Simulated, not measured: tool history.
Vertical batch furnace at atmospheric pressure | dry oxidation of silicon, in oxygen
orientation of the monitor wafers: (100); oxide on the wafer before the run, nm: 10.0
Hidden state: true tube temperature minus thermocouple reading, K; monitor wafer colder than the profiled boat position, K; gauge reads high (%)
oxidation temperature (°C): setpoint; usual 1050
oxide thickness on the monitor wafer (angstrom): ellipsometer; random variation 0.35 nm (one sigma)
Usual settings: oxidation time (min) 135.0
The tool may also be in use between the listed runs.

| run | day | oxidation temperature (°C) | oxidation time (min) | wafers since the last listed run | hours since the last temperature calibration | hours since the boat lift was adjusted | hours since the gauge calibration | read-back reference wafer on the same gauge, thickness | oxide thickness on the monitor wafer (angstrom) |
|---|---|---|---|---|---|---|---|---|---|
| 1 | 0.000 | 1050 | 102.0 | 0 | 1937.4 | 2209.5 | 39.4 | 107.99 | 1056.5 |
| 2 | 2.608 | 1050 | 102.0 | 906 | 2000.0 | 2272.1 | 102.0 | 107.86 | 1057.0 |
| 3 | 4.583 | 1050 | 135.0 | 686 | 2047.4 | 2319.5 | 149.4 | 108.14 | 1261.9 |
| 4 | 6.104 | 1050 | 135.0 | 528 | 2083.9 | 2356.0 | 185.9 | 108.01 | 1266.4 |
| 5 | 8.596 | 1050 | 135.0 | 865 | 2143.7 | 2415.8 | 245.7 | 108.05 | 1273.6 |
| 6 | 15.612 | 1050 | 118.5 | 2438 | 2312.1 | 2584.2 | 414.1 | 107.93 | 1167.1 |
| 7 | 18.346 | 1050 | 118.5 | 949 | 2377.7 | 2649.8 | 479.7 | 108.06 | 1167.2 |
|  | 25.729 | gauge calibrated |
|  | 26.471 | thermocouples replaced and temperature profile calibrated |
| 8 | 26.492 | 1050 | 135.0 | 2483 | 0.5 | 2845.3 | 18.3 | 107.96 | 1225.4 |
|  | 28.142 | boat lift adjusted |
| 9 | 29.358 | 1050 | 135.0 | 648 | 69.3 | 29.2 | 87.1 | 107.98 | 1273.5 |
| 10 | 31.450 | 1050 | 135.0 | 726 | 119.5 | 79.4 | 137.3 | 108.05 | 1270.8 |
| 11 | 34.333 | 1062 | 91.5 | 1001 | 188.7 | 148.6 | 206.5 | 108.01 | 1093.5 |
| 12 | 35.400 | 1063 | 100.0 | 370 | 214.3 | 174.2 | 232.1 | 107.90 | 1160.4 |
| 13 | 37.742 | 1043 | 192.0 | 813 | 270.5 | 230.4 | 288.3 | 107.98 | 1516.3 |
| 14 | 39.921 | 1033 | 156.0 | 757 | 322.8 | 282.7 | 340.6 | 107.89 | 1226.4 |
| 15 | 41.679 | 1050 | 135.0 | 611 | 365.0 | 324.9 | 382.8 | 107.98 | 1272.9 |
| 16 | 44.383 | 1070 | 86.0 | 939 | 429.9 | 389.8 | 447.7 | 108.04 | 1115.5 |
| 17 | 46.212 | 1072 | 116.0 | 635 | 473.8 | 433.7 | 491.6 | 107.95 | 1363.5 |
| 18 | 47.392 | 1050 | 135.0 | 409 | 502.1 | 462.0 | 519.9 | 107.89 | 1274.5 |

4 ways to go on from here, each from the tool as it stands after run 18. What would each give?
| A | 47.621 | 1050 | 135.0 | 79 | 507.6 | 467.5 | 525.4 | ? | ? |
| B | 47.621 | 1064 | 197.0 | 79 | 507.6 | 467.5 | 525.4 | ? | ? |
| C | 47.621 | 1075 | 72.0 | 79 | 507.6 | 467.5 | 525.4 | ? | ? |
| D | 47.621 | 1050 | 100.0 | 79 | 507.6 | 467.5 | 525.4 | ? | ? |

| run | read-back reference wafer on the same gauge, thickness | oxide thickness on the monitor wafer (angstrom) |
|---|---|---|
| A | 108.03 | 1279.1 |
| B | 108.03 | 1799.4 |
| C | 108.03 | 1039.1 |
| D | 108.03 | 1055.8 |
Without the tool's hidden state the same runs would have given:
| run | oxide thickness on the monitor wafer (angstrom) |
|---|---|
| A | 1268.5 |
| B | 1785.8 |
| C | 1030.9 |
| D | 1046.8 |

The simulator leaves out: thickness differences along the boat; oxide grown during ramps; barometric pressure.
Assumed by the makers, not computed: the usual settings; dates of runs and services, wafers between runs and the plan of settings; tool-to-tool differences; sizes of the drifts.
